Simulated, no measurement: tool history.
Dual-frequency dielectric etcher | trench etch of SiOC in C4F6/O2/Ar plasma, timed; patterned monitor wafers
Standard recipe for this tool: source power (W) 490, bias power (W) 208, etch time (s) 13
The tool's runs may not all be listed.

run	hour	source power (W)	bias power (W)	etch time (s)	read-back reference wafer on the same gauge, depth_nm	mean etch depth across the wafer (nm)
1	0	490	208	13	35.29	31.45
2	55.5	490	208	13	35.28	31.48
3	137.2	490	208	13	35.31	31.7
4	231.8	490	208	13	35.28	31.76
# hour 474.7: wet clean of the chamber
5	516.7	490	208	13	35.34	31.29
6	567.7	490	208	12	35.3	28.96
7	660.1	490	208	12	35.32	29.18
# hour 765.1: source power generator calibrated
8	765.6	490	208	12	35.29	29.34
# hour 876.3: upper electrode replaced
9	876.8	490	208	13	35.32	31.81
10	900.6	440	208	16	35.29	36.82
11	947	440	208	16	35.32	36.84
12	1007.9	410	236	16	35.29	37.7
# hour 1072.8: wet clean of the chamber
13	1088.4	490	208	13	35.33	31.15
14	1140.7	600	208	15.5	35.31	41.3
15	1197.5	490	208	10	35.29	24.14
# hour 1225.2: gauge calibrated
16	1272	490	208	13	35.3	31.54
17	1347	520	208	13	35.29	32.63
# hour 1387.8: bias power generator calibrated
18	1429.3	590	234	11.5	35.32	32.57
19	1549	490	232	14.5	35.3	37.24
20	1598.5	490	208	16	35.3	39.29
21	1656.4	380	245	14	35.29	32.26
# hour 1722.7: wet clean of the chamber
22	1753.7	490	208	13	35.28	31.44

4 options for the next run, each taken on its own from the tool as it stands now. Forecast them:
A	1754.1	490	208	13	?	?
B	1754.1	490	172	9	?	?
C	1754.1	370	208	14.5	?	?
D	1754.1	460	208	16	?	?

run	read-back reference wafer on the same gauge, depth_nm	mean etch depth across the wafer (nm)
A	35.33	31.37
B	35.33	19.84
C	35.33	29.69
D	35.33	37.27
What these runs would have given with no unlogged condition in the tool:
run	mean etch depth across the wafer (nm)
A	31.26
B	19.77
C	29.58
D	37.14
